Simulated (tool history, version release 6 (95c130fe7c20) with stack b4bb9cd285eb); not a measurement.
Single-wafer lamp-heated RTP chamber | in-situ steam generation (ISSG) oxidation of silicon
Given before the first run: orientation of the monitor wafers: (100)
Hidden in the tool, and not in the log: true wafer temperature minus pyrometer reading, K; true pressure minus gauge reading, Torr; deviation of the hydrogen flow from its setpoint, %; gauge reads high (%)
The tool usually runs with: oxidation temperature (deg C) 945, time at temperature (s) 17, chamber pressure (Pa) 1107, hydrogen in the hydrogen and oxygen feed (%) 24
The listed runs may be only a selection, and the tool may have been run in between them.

run	hour	oxidation temperature (deg C)	time at temperature (s)	chamber pressure (Pa)	hydrogen in the hydrogen and oxygen feed (%)	wafers since the last listed run	wafers since the last pyrometer calibration	hours since the pressure gauge was zeroed	hours since the hydrogen flow controller was replaced	hours since the gauge calibration	read-back reference wafer on the same gauge, thickness	oxide thickness on the monitor wafer (nm)
1	0	945	17	1107	24	0	2709	1654	2346.1	67.2	4.26	4.749
2	14.8	945	17	1107	24	145	2854	1668.8	2360.9	82	4.26	4.755
3	21.5	945	17	1107	24	65	2920	1675.5	2367.6	88.7	4.26	4.754
# hour 28.2: gauge calibrated
4	29.8	945	17	1107	24	81	3002	1683.8	2375.9	1.6	4.261	4.771
5	36.8	945	17	1107	24	68	3071	1690.8	2382.9	8.6	4.26	4.758
6	45	945	17	1107	24	80	3152	1699	2391.1	16.8	4.26	4.767
7	54.6	945	17	1000	24	94	3246	1708.6	2400.7	26.4	4.26	4.785
8	64.5	928	14	1107	21	97	3343	1718.5	2410.6	36.3	4.261	4.114
# hour 83.2: pyrometer window cleaned and pyrometer calibrated
9	88.7	945	17	1107	18	159	54	1742.7	2434.8	60.5	4.26	4.35
# hour 97.7: pressure gauge zeroed
10	98.2	945	17	1107	24	14	68	0.5	2444.3	70	4.261	4.649
11	110.7	945	17	1107	24	122	191	13	2456.8	82.5	4.261	4.66
# hour 119.2: hydrogen flow controller replaced
# hour 119.6: gauge calibrated
12	126.9	945	10	1107	32	80	272	29.2	7.7	7.3	4.26	4.154
13	143.6	933	17	1107	28	164	436	45.9	24.4	24	4.26	4.695
14	152	945	17	1307	24	82	519	54.3	32.8	32.4	4.26	4.569

Branching from run 14: 5 alternative next runs. What would each branch give?
A	152.4	945	17	1107	24	3	523	54.7	33.2	32.8	?	?
B	152.4	937	14	1280	24	3	523	54.7	33.2	32.8	?	?
C	152.4	945	12	1107	20	3	523	54.7	33.2	32.8	?	?
D	152.4	958	17	1107	24	3	523	54.7	33.2	32.8	?	?
E	152.4	932	17	1107	18	3	523	54.7	33.2	32.8	?	?

run	read-back reference wafer on the same gauge, thickness	oxide thickness on the monitor wafer (nm)
A	4.26	4.65
B	4.26	4.163
C	4.26	3.903
D	4.26	4.827
E	4.26	4.2
The same runs, with their run-to-run variation unchanged, on a tool lacking any hidden condition would have given:
run	oxide thickness on the monitor wafer (nm)
A	4.627
B	4.146
C	3.886
D	4.802
E	4.181
